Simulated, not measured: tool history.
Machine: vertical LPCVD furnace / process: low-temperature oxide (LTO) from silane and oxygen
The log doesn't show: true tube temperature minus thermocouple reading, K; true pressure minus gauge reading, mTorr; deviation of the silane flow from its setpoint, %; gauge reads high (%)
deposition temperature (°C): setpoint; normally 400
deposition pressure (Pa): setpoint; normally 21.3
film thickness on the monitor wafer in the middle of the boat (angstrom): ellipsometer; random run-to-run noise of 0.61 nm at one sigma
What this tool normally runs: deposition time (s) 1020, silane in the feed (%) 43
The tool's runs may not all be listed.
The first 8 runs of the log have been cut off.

run,hour,deposition temperature (°C),deposition pressure (Pa),deposition time (s),silane in the feed (%),wafers since the last listed run,hours since the last temperature calibration,hours since the pressure gauge was zeroed,hours since the silane flow controller was replaced,hours since the gauge calibration,"read-back reference wafer on the same gauge, thickness",film thickness on the monitor wafer in the middle of the boat (angstrom)
9,392.4,400,26,1020,43,714,2656.8,1631.1,327.6,1859.3,150.13,1577.3
10,434,395,16.7,1020,43,699,2698.4,1672.7,369.2,1900.9,150.26,935.1
11,490.2,400,21.3,1020,39,945,2754.6,1728.9,425.4,1957.1,149.94,1141.1
# hour 523.3: pressure gauge zeroed
12,523.8,400,21.3,1020,43,161,2788.2,0.5,459,1990.7,149.87,1361.4
# hour 569.6: gauge calibrated
# hour 570.4: thermocouples replaced and temperature profile calibrated
13,588.8,404,21.3,1020,43,689,18.4,65.5,524,19.2,150.11,1401.2
14,622.9,400,19.3,1020,37,573,52.5,99.6,558.1,53.3,149.89,1026.2
15,664.7,400,21.3,1020,35,703,94.3,141.4,599.9,95.1,149.98,1044.5
16,709.4,395,18,720,50,751,139,186.1,644.6,139.8,149.96,881.1
17,761.2,400,21.3,1200,36,871,190.8,237.9,696.4,191.6,150.15,1280.1
18,806.9,400,21.3,810,43,768,236.5,283.6,742.1,237.3,149.92,1072.6
19,839.6,407,16.7,1020,34,549,269.2,316.3,774.8,270,150.05,848.9
20,882.5,412,16,1230,40,721,312.1,359.2,817.7,312.9,149.86,1264.3
21,928.4,400,21.3,1020,43,771,358,405.1,863.6,358.8,149.71,1341.2
22,978.9,400,21.3,1020,43,849,408.5,455.6,914.1,409.3,150.01,1336.3
23,1048.9,400,21.3,1020,47,1177,478.5,525.6,984.1,479.3,149.78,1468.3
24,1113.7,400,21.3,1020,49,1089,543.3,590.4,1048.9,544.1,149.95,1516.9
25,1157.3,396,23.3,840,43,733,586.9,634,1092.5,587.7,150.01,1147.8
26,1185.9,400,21.3,1020,43,481,615.5,662.6,1121.1,616.3,150.07,1322.4
27,1220.3,392,25.3,1020,43,578,649.9,697,1155.5,650.7,150.3,1445.6
28,1249.7,400,21.3,1020,36,494,679.3,726.4,1184.9,680.1,149.93,1072.6
29,1287.5,400,21.3,1020,43,635,717.1,764.2,1222.7,717.9,149.85,1318.4
30,1334.3,400,21.3,1380,43,787,763.9,811,1269.5,764.7,150.05,1778
31,1372.1,400,21.3,1020,43,635,801.7,848.8,1307.3,802.5,149.89,1329.5

Below are 4 alternative next runs, each starting from the tool's condition after run 31. Predict each:
A,1376.8,395,21.3,1020,43,79,806.4,853.5,1312,807.2,?,?
B,1376.8,400,21.3,1020,50,79,806.4,853.5,1312,807.2,?,?
C,1376.8,400,16.7,1020,43,79,806.4,853.5,1312,807.2,?,?
D,1376.8,412,16.7,660,35,79,806.4,853.5,1312,807.2,?,?

run,"read-back reference wafer on the same gauge, thickness",film thickness on the monitor wafer in the middle of the boat (angstrom)
A,149.97,1258.6
B,149.97,1537.8
C,149.97,1032.7
D,149.97,594.2
What these runs would have given with no unlogged condition in the tool:
run,film thickness on the monitor wafer in the middle of the boat (angstrom)
A,1282.9
B,1567.4
C,1058.3
D,608.9

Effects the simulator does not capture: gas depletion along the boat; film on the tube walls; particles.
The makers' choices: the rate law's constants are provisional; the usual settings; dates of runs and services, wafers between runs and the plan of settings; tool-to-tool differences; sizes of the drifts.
